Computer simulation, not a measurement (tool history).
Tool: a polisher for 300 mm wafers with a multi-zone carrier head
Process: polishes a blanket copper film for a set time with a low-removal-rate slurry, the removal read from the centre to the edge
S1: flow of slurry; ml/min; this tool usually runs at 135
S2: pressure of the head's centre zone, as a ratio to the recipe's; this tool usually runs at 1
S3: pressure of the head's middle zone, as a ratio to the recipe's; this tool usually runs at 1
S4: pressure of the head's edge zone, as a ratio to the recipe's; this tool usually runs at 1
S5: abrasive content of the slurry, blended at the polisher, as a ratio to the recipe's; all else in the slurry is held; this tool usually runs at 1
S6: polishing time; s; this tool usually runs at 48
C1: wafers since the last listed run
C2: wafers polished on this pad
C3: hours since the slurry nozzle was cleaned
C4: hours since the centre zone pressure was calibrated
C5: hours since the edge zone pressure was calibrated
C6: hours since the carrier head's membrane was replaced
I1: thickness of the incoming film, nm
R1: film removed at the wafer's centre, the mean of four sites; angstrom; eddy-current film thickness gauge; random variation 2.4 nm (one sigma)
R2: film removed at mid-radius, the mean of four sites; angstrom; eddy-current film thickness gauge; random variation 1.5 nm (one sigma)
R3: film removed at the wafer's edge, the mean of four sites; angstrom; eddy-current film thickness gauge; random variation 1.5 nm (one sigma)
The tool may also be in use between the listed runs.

run 1 hour=0 | S1=135 S2=1 S3=1 S4=1 S5=1 S6=48 | C1=0 C2=1244 C3=618.2 C4=943.4 C5=888.3 C6=1305.6 | I1=1563.1 | R1=1701 R2=1692 R3=1744
run 2 hour=82.6 | S1=135 S2=1 S3=1 S4=1 S5=1 S6=42 | C1=1120 C2=2364 C3=700.8 C4=1026 C5=970.9 C6=1388.2 | I1=1574 | R1=1453 R2=1469 R3=1503
-- hour=114.9 centre zone pressure recalibrated
run 3 hour=160.4 | S1=135 S2=1 S3=1 S4=1 S5=1 S6=42 | C1=1028 C2=3392 C3=778.6 C4=45.5 C5=1048.7 C6=1466 | I1=1568.9 | R1=1399 R2=1448 R3=1487
-- hour=198.5 slurry nozzle cleaned
run 4 hour=205.7 | S1=135 S2=1 S3=1 S4=1 S5=1 S6=56 | C1=600 C2=3993 C3=7.2 C4=90.8 C5=1094 C6=1511.3 | I1=1577.2 | R1=1855 R2=1888 R3=1934
-- hour=224.9 edge zone pressure recalibrated
-- hour=243.1 worn pad replaced by a new one, of another model than before
run 5 hour=291.8 | S1=135 S2=1 S3=1 S4=1 S5=1 S6=48 | C1=1086 C2=660 C3=93.3 C4=176.9 C5=66.9 C6=1597.4 | I1=1572.7 | R1=1702 R2=1705 R3=1750
run 6 hour=339.5 | S1=135 S2=1 S3=1 S4=1 S5=1 S6=48 | C1=646 C2=1307 C3=141 C4=224.6 C5=114.6 C6=1645.1 | I1=1562.8 | R1=1733 R2=1705 R3=1735
run 7 hour=435.2 | S1=135 S2=1 S3=1 S4=1 S5=1 S6=48 | C1=1297 C2=2605 C3=236.7 C4=320.3 C5=210.3 C6=1740.8 | I1=1571.6 | R1=1641 R2=1646 R3=1682
-- hour=475.2 carrier head's membrane replaced by a new one
run 8 hour=537 | S1=135 S2=1 S3=1 S4=1 S5=1 S6=48 | C1=1312 C2=3918 C3=338.5 C4=422.1 C5=312.1 C6=61.8 | I1=1560.5 | R1=1560 R2=1608 R3=1651
run 9 hour=574.9 | S1=135 S2=1 S3=1.06 S4=1 S5=1.25 S6=48 | C1=514 C2=4432 C3=376.4 C4=460 C5=350 C6=99.7 | I1=1567.4 | R1=1639 R2=1728 R3=1676
-- hour=596.9 worn pad replaced by a new one
run 10 hour=631.7 | S1=125 S2=1.1 S3=1 S4=0.96 S5=0.8 S6=48 | C1=716 C2=471 C3=433.2 C4=516.8 C5=406.8 C6=156.5 | I1=1565.6 | R1=1753 R2=1666 R3=1639
run 11 hour=731.8 | S1=135 S2=0.9 S3=1 S4=1 S5=1 S6=38 | C1=1357 C2=1829 C3=533.3 C4=616.9 C5=506.9 C6=256.6 | I1=1596.1 | R1=1248 R2=1347 R3=1378
run 12 hour=805.9 | S1=90 S2=1 S3=1 S4=1 S5=1 S6=48 | C1=1005 C2=2834 C3=607.4 C4=691 C5=581 C6=330.7 | I1=1543.5 | R1=1531 R2=1547 R3=1594
run 13 hour=857 | S1=135 S2=1 S3=1 S4=1 S5=1 S6=48 | C1=693 C2=3527 C3=658.5 C4=742.1 C5=632.1 C6=381.8 | I1=1545.3 | R1=1618 R2=1627 R3=1686
run 14 hour=902 | S1=135 S2=1 S3=1 S4=1 S5=0.9 S6=48 | C1=610 C2=4137 C3=703.5 C4=787.1 C5=677.1 C6=426.8 | I1=1551.4 | R1=1588 R2=1606 R3=1599
-- hour=944.4 slurry nozzle cleaned
-- hour=996.2 worn pad replaced by a new one
run 15 hour=1003.8 | S1=170 S2=0.93 S3=1 S4=1 S5=1 S6=48 | C1=1312 C2=102 C3=59.4 C4=888.9 C5=778.9 C6=528.6 | I1=1560.9 | R1=1653 R2=1791 R3=1815
run 16 hour=1061.9 | S1=135 S2=1 S3=1 S4=1 S5=0.8 S6=48 | C1=787 C2=890 C3=117.5 C4=947 C5=837 C6=586.7 | I1=1578.4 | R1=1620 R2=1681 R3=1709
run 17 hour=1128.5 | S1=135 S2=1 S3=0.89 S4=1 S5=1 S6=48 | C1=903 C2=1793 C3=184.1 C4=1013.6 C5=903.6 C6=653.3 | I1=1574.2 | R1=1669 R2=1562 R3=1759
-- hour=1140.7 centre zone pressure recalibrated
run 18 hour=1184.6 | S1=135 S2=1 S3=0.88 S4=1 S5=1.1 S6=62 | C1=733 C2=2527 C3=240.2 C4=43.9 C5=959.7 C6=709.4 | I1=1573 | R1=2224 R2=2010 R3=2266
run 19 hour=1221 | S1=135 S2=1 S3=1.06 S4=1 S5=0.75 S6=48 | C1=493 C2=3021 C3=276.6 C4=80.3 C5=996.1 C6=745.8 | I1=1581.5 | R1=1593 R2=1658 R3=1656
-- hour=1237.9 edge zone pressure recalibrated
run 20 hour=1309.6 | S1=135 S2=1 S3=1 S4=1 S5=1 S6=48 | C1=1174 C2=4195 C3=365.2 C4=168.9 C5=71.7 C6=834.4 | I1=1557.8 | R1=1614 R2=1604 R3=1649
-- hour=1367.1 worn pad replaced by a new one
run 21 hour=1410.2 | S1=135 S2=1 S3=1.11 S4=1 S5=1 S6=48 | C1=1310 C2=584 C3=465.8 C4=269.5 C5=172.3 C6=935 | I1=1539.3 | R1=1679 R2=1860 R3=1782
run 22 hour=1452.8 | S1=135 S2=1 S3=1 S4=1 S5=1 S6=48 | C1=577 C2=1162 C3=508.4 C4=312.1 C5=214.9 C6=977.6 | I1=1566.5 | R1=1712 R2=1724 R3=1720

Alternative continuations, all from the tool just after run 22; predict every row:
run A hour=1453.2 | S1=135 S2=1 S3=1 S4=1 S5=1 S6=48 | C1=5 C2=1167 C3=508.8 C4=312.5 C5=215.3 C6=978 | I1=1588.7 | R1=? R2=? R3=?
run B hour=1453.2 | S1=115 S2=0.95 S3=0.95 S4=1 S5=1 S6=38 | C1=5 C2=1167 C3=508.8 C4=312.5 C5=215.3 C6=978 | I1=1588.7 | R1=? R2=? R3=?
run C hour=1453.2 | S1=105 S2=1 S3=0.95 S4=1 S5=0.9 S6=48 | C1=5 C2=1167 C3=508.8 C4=312.5 C5=215.3 C6=978 | I1=1588.7 | R1=? R2=? R3=?

run=A R1=1686 R2=1710 R3=1775
run=B R1=1239 R2=1264 R3=1380
run=C R1=1583 R2=1547 R3=1698
Stripped of hidden state, with their random variation kept, the same runs would have yielded:
run=A R1=1709 R2=1734 R3=1799
run=B R1=1256 R2=1282 R3=1400
run=C R1=1605 R2=1569 R3=1722

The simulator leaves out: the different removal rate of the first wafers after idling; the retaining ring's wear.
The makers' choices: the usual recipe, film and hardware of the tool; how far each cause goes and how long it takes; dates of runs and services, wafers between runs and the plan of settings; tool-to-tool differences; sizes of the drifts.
